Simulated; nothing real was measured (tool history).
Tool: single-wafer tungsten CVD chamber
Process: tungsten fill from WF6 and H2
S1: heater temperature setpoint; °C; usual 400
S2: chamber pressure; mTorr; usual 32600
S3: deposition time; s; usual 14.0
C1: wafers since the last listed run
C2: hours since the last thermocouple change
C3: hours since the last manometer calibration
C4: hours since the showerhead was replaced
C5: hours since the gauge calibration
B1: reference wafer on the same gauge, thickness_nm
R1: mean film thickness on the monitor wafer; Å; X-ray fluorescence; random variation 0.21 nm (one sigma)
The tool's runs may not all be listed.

run 1 hour=0.0 | S1=400 S2=28300 S3=14.0 | C1=0 C2=777.3 C3=733.2 C4=5408.8 C5=536.2 | B1=37.838 | R1=369.54
run 2 hour=91.4 | S1=400 S2=28300 S3=14.0 | C1=5147 C2=868.7 C3=824.6 C4=5500.2 C5=627.6 | B1=37.819 | R1=370.76
run 3 hour=137.4 | S1=400 S2=32600 S3=14.0 | C1=2590 C2=914.7 C3=870.6 C4=5546.2 C5=673.6 | B1=37.759 | R1=412.27
run 4 hour=230.7 | S1=407 S2=28300 S3=14.0 | C1=5254 C2=1008.0 C3=963.9 C4=5639.5 C5=766.9 | B1=37.795 | R1=415.71
run 5 hour=332.8 | S1=407 S2=28300 S3=14.0 | C1=5750 C2=1110.1 C3=1066.0 C4=5741.6 C5=869.0 | B1=37.815 | R1=418.11
run 6 hour=395.5 | S1=400 S2=32600 S3=14.0 | C1=3531 C2=1172.8 C3=1128.7 C4=5804.3 C5=931.7 | B1=37.699 | R1=412.08
run 7 hour=453.8 | S1=400 S2=32600 S3=14.0 | C1=3283 C2=1231.1 C3=1187.0 C4=5862.6 C5=990.0 | B1=37.814 | R1=413.80
run 8 hour=512.5 | S1=400 S2=32600 S3=14.0 | C1=3305 C2=1289.8 C3=1245.7 C4=5921.3 C5=1048.7 | B1=37.764 | R1=413.08
run 9 hour=598.6 | S1=400 S2=32600 S3=14.0 | C1=4849 C2=1375.9 C3=1331.8 C4=6007.4 C5=1134.8 | B1=37.781 | R1=416.19
run 10 hour=649.8 | S1=400 S2=32600 S3=14.0 | C1=2883 C2=1427.1 C3=1383.0 C4=6058.6 C5=1186.0 | B1=37.806 | R1=414.01
run 11 hour=726.9 | S1=400 S2=32600 S3=14.0 | C1=4342 C2=1504.2 C3=1460.1 C4=6135.7 C5=1263.1 | B1=37.880 | R1=417.76
run 12 hour=807.5 | S1=400 S2=32600 S3=14.0 | C1=4539 C2=1584.8 C3=1540.7 C4=6216.3 C5=1343.7 | B1=37.787 | R1=416.96
run 13 hour=865.0 | S1=400 S2=32600 S3=14.0 | C1=3238 C2=1642.3 C3=1598.2 C4=6273.8 C5=1401.2 | B1=37.837 | R1=412.77
run 14 hour=913.3 | S1=407 S2=24600 S3=11.7 | C1=2720 C2=1690.6 C3=1646.5 C4=6322.1 C5=1449.5 | B1=37.853 | R1=304.57
run 15 hour=960.8 | S1=400 S2=32600 S3=14.0 | C1=2675 C2=1738.1 C3=1694.0 C4=6369.6 C5=1497.0 | B1=37.764 | R1=413.87
run 16 hour=1034.3 | S1=400 S2=40600 S3=14.0 | C1=4139 C2=1811.6 C3=1767.5 C4=6443.1 C5=1570.5 | B1=37.753 | R1=487.33
run 17 hour=1141.8 | S1=400 S2=25900 S3=16.6 | C1=6054 C2=1919.1 C3=1875.0 C4=6550.6 C5=1678.0 | B1=37.892 | R1=405.50
-- hour=1202.4 thermocouple changed; heater temperature recalibrated
run 18 hour=1218.9 | S1=400 S2=32600 S3=14.0 | C1=3891 C2=16.5 C3=1952.1 C4=6627.7 C5=1755.1 | B1=37.836 | R1=403.79
run 19 hour=1284.1 | S1=407 S2=30000 S3=11.5 | C1=3671 C2=81.7 C3=2017.3 C4=6692.9 C5=1820.3 | B1=37.794 | R1=354.66
run 20 hour=1377.1 | S1=400 S2=24500 S3=14.0 | C1=5237 C2=174.7 C3=2110.3 C4=6785.9 C5=1913.3 | B1=37.789 | R1=316.00
-- hour=1423.9 showerhead replaced
run 21 hour=1434.6 | S1=413 S2=27400 S3=11.4 | C1=2787 C2=232.2 C3=2167.8 C4=10.7 C5=1970.8 | B1=37.742 | R1=356.37
run 22 hour=1522.1 | S1=400 S2=32600 S3=14.0 | C1=4927 C2=319.7 C3=2255.3 C4=98.2 C5=2058.3 | B1=37.833 | R1=405.90
-- hour=1590.2 capacitance manometer re-zeroed and calibrated
run 23 hour=1590.7 | S1=386 S2=36700 S3=12.1 | C1=3412 C2=388.3 C3=0.5 C4=166.8 C5=2126.9 | B1=37.848 | R1=303.79
run 24 hour=1625.4 | S1=407 S2=34900 S3=12.4 | C1=1954 C2=423.0 C3=35.2 C4=201.5 C5=2161.6 | B1=37.845 | R1=442.03
run 25 hour=1679.4 | S1=400 S2=24800 S3=14.0 | C1=3041 C2=477.0 C3=89.2 C4=255.5 C5=2215.6 | B1=37.811 | R1=330.34
run 26 hour=1770.7 | S1=410 S2=35300 S3=11.2 | C1=5141 C2=568.3 C3=180.5 C4=346.8 C5=2306.9 | B1=37.768 | R1=426.57
-- hour=1911.7 gauge calibrated
run 27 hour=1985.2 | S1=400 S2=37400 S3=11.8 | C1=12080 C2=782.8 C3=395.0 C4=561.3 C5=73.5 | B1=37.837 | R1=387.53
run 28 hour=2082.9 | S1=400 S2=25600 S3=15.3 | C1=5502 C2=880.5 C3=492.7 C4=659.0 C5=171.2 | B1=37.818 | R1=372.10
run 29 hour=2132.4 | S1=400 S2=32600 S3=14.0 | C1=2787 C2=930.0 C3=542.2 C4=708.5 C5=220.7 | B1=37.784 | R1=415.39
run 30 hour=2229.6 | S1=400 S2=32600 S3=14.0 | C1=5474 C2=1027.2 C3=639.4 C4=805.7 C5=317.9 | B1=37.830 | R1=417.12
run 31 hour=2300.3 | S1=400 S2=32600 S3=14.0 | C1=3981 C2=1097.9 C3=710.1 C4=876.4 C5=388.6 | B1=37.863 | R1=413.11
run 32 hour=2437.0 | S1=400 S2=26400 S3=14.0 | C1=7698 C2=1234.6 C3=846.8 C4=1013.1 C5=525.3 | B1=37.786 | R1=344.28
run 33 hour=2512.8 | S1=400 S2=32600 S3=14.0 | C1=4268 C2=1310.4 C3=922.6 C4=1088.9 C5=601.1 | B1=37.812 | R1=415.32
run 34 hour=2573.7 | S1=386 S2=36700 S3=12.1 | C1=3429 C2=1371.3 C3=983.5 C4=1149.8 C5=662.0 | B1=37.808 | R1=299.72

The tool's hidden state at each run:
gauge reads high (%): 0 in every run
H1: wafer temperature above the value expected at the setpoint (K)
H2: true pressure above the setpoint (%)
run=1 H1=0.374 H2=-2.75
run=2 H1=0.424 H2=-2.98
run=3 H1=0.45 H2=-3.08
run=4 H1=0.501 H2=-3.27
run=5 H1=0.557 H2=-3.45
run=6 H1=0.592 H2=-3.56
run=7 H1=0.624 H2=-3.65
run=8 H1=0.656 H2=-3.73
run=9 H1=0.704 H2=-3.84
run=10 H1=0.732 H2=-3.9
run=11 H1=0.774 H2=-3.99
run=12 H1=0.819 H2=-4.07
run=13 H1=0.85 H2=-4.12
run=14 H1=0.877 H2=-4.16
run=15 H1=0.903 H2=-4.2
run=16 H1=0.944 H2=-4.26
run=17 H1=1 H2=-4.33
run=18 H1=-0.067 H2=-4.38
run=19 H1=-0.0311 H2=-4.41
run=20 H1=0.0201 H2=-4.46
run=21 H1=0.0518 H2=-4.49
run=22 H1=0.1 H2=-4.53
run=23 H1=0.138 H2=-0.265
run=24 H1=0.157 H2=-0.477
run=25 H1=0.187 H2=-0.79
run=26 H1=0.237 H2=-1.27
run=27 H1=0.355 H2=-2.22
run=28 H1=0.409 H2=-2.58
run=29 H1=0.436 H2=-2.74
run=30 H1=0.49 H2=-3.04
run=31 H1=0.529 H2=-3.23
run=32 H1=0.604 H2=-3.56
run=33 H1=0.646 H2=-3.73
run=34 H1=0.679 H2=-3.84
